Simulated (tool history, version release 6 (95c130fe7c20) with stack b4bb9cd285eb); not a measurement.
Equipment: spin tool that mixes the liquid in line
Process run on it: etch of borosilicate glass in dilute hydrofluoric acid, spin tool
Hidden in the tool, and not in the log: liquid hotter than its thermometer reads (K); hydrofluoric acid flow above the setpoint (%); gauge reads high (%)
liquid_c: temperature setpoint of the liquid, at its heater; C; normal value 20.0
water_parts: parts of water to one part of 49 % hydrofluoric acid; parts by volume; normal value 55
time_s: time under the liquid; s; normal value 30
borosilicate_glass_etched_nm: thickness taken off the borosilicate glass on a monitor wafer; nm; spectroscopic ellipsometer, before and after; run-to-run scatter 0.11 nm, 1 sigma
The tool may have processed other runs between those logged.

run	day	liquid_c	water_parts	time_s	wafers since the last listed run	hours since the thermometer was replaced	hours since the hydrofluoric acid flow meter was replaced	hours since the gauge calibration	read-back film thickness of the borosilicate glass reference wafer, read on the same gauge (nm)	borosilicate_glass_etched_nm
1	0.000	20.0	55	15	0	1044.0	534.6	6.3	150.01	7.02
2	4.367	20.0	55	15	1351	1148.8	639.4	111.1	149.99	6.95
3	5.554	20.0	55	30	367	1177.3	667.9	139.6	149.98	14.09
4	6.708	20.0	55	30	357	1205.0	695.6	167.3	150.01	14.34
5	8.446	20.0	55	30	537	1246.7	737.3	209.0	150.00	14.76
# day 8.625: thermometer replaced
6	10.279	17.5	55	40	554	39.7	781.3	253.0	150.02	15.21
7	11.521	17.5	55	40	384	69.5	811.1	282.8	149.98	15.53
8	13.646	17.5	55	40	657	120.5	862.1	333.8	150.00	15.64
9	15.883	20.0	55	30	692	174.2	915.8	387.5	149.97	13.10
10	18.779	20.0	55	30	896	243.7	985.3	457.0	149.98	13.36
11	21.458	20.0	55	30	829	308.0	1049.6	521.3	150.01	13.34
12	23.838	20.0	55	30	736	365.1	1106.7	578.4	150.03	13.29
13	25.646	20.0	55	30	559	408.5	1150.1	621.8	150.01	13.52
14	27.175	20.0	45	30	473	445.2	1186.8	658.5	149.98	17.06
15	29.271	20.0	65	30	648	495.5	1237.1	708.8	150.02	11.59
16	32.242	20.0	55	30	919	566.8	1308.4	780.1	149.97	13.92
17	34.717	20.0	55	30	766	626.2	1367.8	839.5	150.04	13.85
18	36.692	18.0	85	20	611	673.6	1415.2	886.9	149.96	5.44
# day 36.967: gauge calibrated
# day 37.071: hydrofluoric acid flow meter replaced
19	39.146	25.0	25	40	746	732.5	49.8	52.3	149.95	50.35
20	41.375	24.0	30	50	689	786.0	103.3	105.8	150.03	49.60
21	42.879	20.0	55	30	465	822.1	139.4	141.9	150.04	13.43
22	50.804	17.0	55	30	2452	1012.3	329.6	332.1	150.02	12.00
23	53.171	17.5	55	40	732	1069.1	386.4	388.9	149.95	16.35
24	54.450	17.5	35	15	395	1099.8	417.1	419.6	149.95	10.25
25	56.321	24.0	55	30	579	1144.7	462.0	464.5	150.01	16.25
# day 57.879: thermometer replaced
26	58.679	20.0	45	35	717	19.2	518.6	521.1	150.01	18.00
27	62.388	17.0	70	50	1147	108.2	607.6	610.1	149.98	14.48
28	63.700	20.0	55	45	406	139.7	639.1	641.6	149.97	19.23
29	65.500	17.0	35	40	557	182.9	682.3	684.8	150.00	24.37
30	68.133	21.5	65	25	815	246.1	745.5	748.0	149.97	9.73
31	69.896	20.0	55	35	545	288.4	787.8	790.3	149.99	15.56
32	71.750	20.0	55	50	573	332.9	832.3	834.8	149.99	21.96
33	72.758	20.0	55	30	312	357.1	856.5	859.0	149.98	13.16
34	74.554	22.5	55	30	555	400.2	899.6	902.1	150.00	14.78

What would each run have given without the hidden state, its run-to-run variation left as it was?
run	borosilicate_glass_etched_nm
1	6.17
2	6.02
3	12.16
4	12.33
5	12.62
6	14.53
7	14.77
8	14.78
9	12.29
10	12.42
11	12.29
12	12.16
13	12.30
14	15.45
15	10.42
16	12.40
17	12.25
18	4.77
19	47.15
20	46.13
21	12.42
22	10.80
23	14.61
24	9.11
25	14.44
26	17.49
27	13.89
28	18.37
29	23.16
30	9.17
31	14.58
32	20.46
33	12.22
34	13.66
